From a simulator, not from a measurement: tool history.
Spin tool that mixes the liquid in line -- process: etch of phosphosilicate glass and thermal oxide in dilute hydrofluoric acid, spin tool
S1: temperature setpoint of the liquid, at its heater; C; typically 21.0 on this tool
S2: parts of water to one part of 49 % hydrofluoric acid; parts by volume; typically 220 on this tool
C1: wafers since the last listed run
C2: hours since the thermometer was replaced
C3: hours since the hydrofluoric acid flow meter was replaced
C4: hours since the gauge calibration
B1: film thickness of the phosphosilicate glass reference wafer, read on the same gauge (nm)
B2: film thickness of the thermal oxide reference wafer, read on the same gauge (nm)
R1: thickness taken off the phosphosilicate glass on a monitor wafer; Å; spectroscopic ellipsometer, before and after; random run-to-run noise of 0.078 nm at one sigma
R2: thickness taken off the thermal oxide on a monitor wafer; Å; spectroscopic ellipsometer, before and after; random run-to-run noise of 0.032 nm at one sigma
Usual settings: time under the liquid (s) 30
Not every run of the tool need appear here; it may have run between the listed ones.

{"run": 1, "day": 0.0, "S1": 21.0, "S2": 220, "time under the liquid (s)": 20, "C1": 0, "C2": 1890.3, "C3": 481.3, "C4": 1749.5, "B1": 80.02, "B2": 69.995, "R1": 82.0, "R2": 3.34}
{"run": 2, "day": 1.383, "S1": 21.0, "S2": 220, "time under the liquid (s)": 20, "C1": 520, "C2": 1923.5, "C3": 514.5, "C4": 1782.7, "B1": 79.98, "B2": 70.02, "R1": 82.1, "R2": 3.46}
{"run": 3, "day": 8.467, "S1": 19.0, "S2": 220, "time under the liquid (s)": 50, "C1": 2665, "C2": 2093.5, "C3": 684.5, "C4": 1952.7, "B1": 79.98, "B2": 69.992, "R1": 184.3, "R2": 7.85}
{"day": 9.429, "done": "hydrofluoric acid flow meter replaced"}
{"run": 4, "day": 11.112, "S1": 21.0, "S2": 220, "time under the liquid (s)": 30, "C1": 980, "C2": 2157.0, "C3": 40.4, "C4": 2016.2, "B1": 79.98, "B2": 69.98, "R1": 129.0, "R2": 6.06}
{"run": 5, "day": 13.967, "S1": 21.0, "S2": 220, "time under the liquid (s)": 30, "C1": 1074, "C2": 2225.5, "C3": 108.9, "C4": 2084.7, "B1": 80.02, "B2": 69.998, "R1": 127.3, "R2": 4.93}
{"run": 6, "day": 16.367, "S1": 21.0, "S2": 220, "time under the liquid (s)": 30, "C1": 903, "C2": 2283.1, "C3": 166.5, "C4": 2142.3, "B1": 79.99, "B2": 70.022, "R1": 127.1, "R2": 5.27}
{"run": 7, "day": 18.554, "S1": 17.0, "S2": 275, "time under the liquid (s)": 30, "C1": 823, "C2": 2335.6, "C3": 219.0, "C4": 2194.8, "B1": 80.01, "B2": 69.991, "R1": 83.5, "R2": 3.65}
{"run": 8, "day": 21.525, "S1": 17.0, "S2": 220, "time under the liquid (s)": 30, "C1": 1118, "C2": 2406.9, "C3": 290.3, "C4": 2266.1, "B1": 80.0, "B2": 70.007, "R1": 108.8, "R2": 4.53}
{"run": 9, "day": 23.583, "S1": 23.0, "S2": 190, "time under the liquid (s)": 40, "C1": 774, "C2": 2456.3, "C3": 339.7, "C4": 2315.5, "B1": 80.0, "B2": 70.021, "R1": 214.0, "R2": 9.45}
{"run": 10, "day": 24.667, "S1": 21.0, "S2": 220, "time under the liquid (s)": 25, "C1": 407, "C2": 2482.3, "C3": 365.7, "C4": 2341.5, "B1": 80.0, "B2": 70.004, "R1": 103.5, "R2": 4.51}
{"run": 11, "day": 26.388, "S1": 18.0, "S2": 220, "time under the liquid (s)": 25, "C1": 647, "C2": 2523.6, "C3": 407.0, "C4": 2382.8, "B1": 79.98, "B2": 70.005, "R1": 93.4, "R2": 4.17}
{"run": 12, "day": 28.721, "S1": 21.0, "S2": 270, "time under the liquid (s)": 30, "C1": 878, "C2": 2579.6, "C3": 463.0, "C4": 2438.8, "B1": 79.99, "B2": 70.0, "R1": 96.2, "R2": 3.99}
{"run": 13, "day": 30.329, "S1": 19.0, "S2": 310, "time under the liquid (s)": 30, "C1": 605, "C2": 2618.2, "C3": 501.6, "C4": 2477.4, "B1": 80.03, "B2": 70.001, "R1": 73.9, "R2": 3.42}
{"run": 14, "day": 31.438, "S1": 25.5, "S2": 130, "time under the liquid (s)": 45, "C1": 417, "C2": 2644.8, "C3": 528.2, "C4": 2504.0, "B1": 80.01, "B2": 70.022, "R1": 413.6, "R2": 18.69}
{"day": 31.571, "done": "gauge calibrated"}
{"day": 33.225, "done": "thermometer replaced"}
{"run": 15, "day": 35.15, "S1": 21.0, "S2": 220, "time under the liquid (s)": 30, "C1": 1381, "C2": 46.2, "C3": 617.3, "C4": 85.9, "B1": 80.0, "B2": 69.977, "R1": 116.6, "R2": 4.23}
{"day": 35.262, "done": "hydrofluoric acid flow meter replaced"}
{"run": 16, "day": 37.596, "S1": 21.0, "S2": 220, "time under the liquid (s)": 30, "C1": 904, "C2": 104.9, "C3": 56.0, "C4": 144.6, "B1": 79.99, "B2": 70.023, "R1": 124.0, "R2": 4.46}
{"run": 17, "day": 39.879, "S1": 21.0, "S2": 220, "time under the liquid (s)": 45, "C1": 859, "C2": 159.7, "C3": 110.8, "C4": 199.4, "B1": 80.0, "B2": 70.005, "R1": 184.2, "R2": 7.75}
{"run": 18, "day": 41.275, "S1": 25.5, "S2": 220, "time under the liquid (s)": 30, "C1": 525, "C2": 193.2, "C3": 144.3, "C4": 232.9, "B1": 80.0, "B2": 70.008, "R1": 146.6, "R2": 6.24}
{"run": 19, "day": 42.329, "S1": 19.5, "S2": 220, "time under the liquid (s)": 30, "C1": 396, "C2": 218.5, "C3": 169.6, "C4": 258.2, "B1": 80.03, "B2": 69.994, "R1": 117.2, "R2": 5.4}
{"run": 20, "day": 44.0, "S1": 17.0, "S2": 170, "time under the liquid (s)": 50, "C1": 628, "C2": 258.6, "C3": 209.7, "C4": 298.3, "B1": 80.0, "B2": 70.007, "R1": 237.9, "R2": 9.73}
{"run": 21, "day": 45.883, "S1": 21.0, "S2": 220, "time under the liquid (s)": 30, "C1": 708, "C2": 303.8, "C3": 254.9, "C4": 343.5, "B1": 79.98, "B2": 69.974, "R1": 122.4, "R2": 5.15}
{"run": 22, "day": 48.708, "S1": 21.0, "S2": 220, "time under the liquid (s)": 30, "C1": 1063, "C2": 371.6, "C3": 322.7, "C4": 411.3, "B1": 80.0, "B2": 69.99, "R1": 121.3, "R2": 4.93}
{"run": 23, "day": 49.846, "S1": 21.0, "S2": 300, "time under the liquid (s)": 30, "C1": 428, "C2": 398.9, "C3": 350.0, "C4": 438.6, "B1": 80.01, "B2": 70.006, "R1": 81.4, "R2": 3.62}
{"run": 24, "day": 52.383, "S1": 21.0, "S2": 220, "time under the liquid (s)": 30, "C1": 954, "C2": 459.8, "C3": 410.9, "C4": 499.5, "B1": 80.0, "B2": 70.013, "R1": 122.0, "R2": 5.16}
{"run": 25, "day": 53.512, "S1": 21.0, "S2": 220, "time under the liquid (s)": 30, "C1": 424, "C2": 486.9, "C3": 438.0, "C4": 526.6, "B1": 80.01, "B2": 70.018, "R1": 120.8, "R2": 4.64}
{"run": 26, "day": 55.875, "S1": 24.0, "S2": 270, "time under the liquid (s)": 15, "C1": 889, "C2": 543.6, "C3": 494.7, "C4": 583.3, "B1": 80.01, "B2": 70.009, "R1": 52.1, "R2": 2.2}

Branching from run 26: 3 alternative next runs. What would each branch give?
{"run": "A", "day": 55.892, "S1": 21.0, "S2": 220, "time under the liquid (s)": 30, "C1": 6, "C2": 544.0, "C3": 495.1, "C4": 583.7, "B1": "?", "B2": "?", "R1": "?", "R2": "?"}
{"run": "B", "day": 55.892, "S1": 23.5, "S2": 220, "time under the liquid (s)": 30, "C1": 6, "C2": 544.0, "C3": 495.1, "C4": 583.7, "B1": "?", "B2": "?", "R1": "?", "R2": "?"}
{"run": "C", "day": 55.892, "S1": 19.5, "S2": 175, "time under the liquid (s)": 45, "C1": 6, "C2": 544.0, "C3": 495.1, "C4": 583.7, "B1": "?", "B2": "?", "R1": "?", "R2": "?"}

run=A B1=80.01 B2=69.990 R1=120.2 R2=4.82
run=B B1=80.01 B2=69.990 R1=131.8 R2=5.28
run=C B1=80.01 B2=69.990 R1=224.5 R2=8.99
With no hidden state in the tool, these same runs would have given:
run=A R1=121.7 R2=4.87
run=B R1=133.5 R2=5.35
run=C R1=226.4 R2=9.07
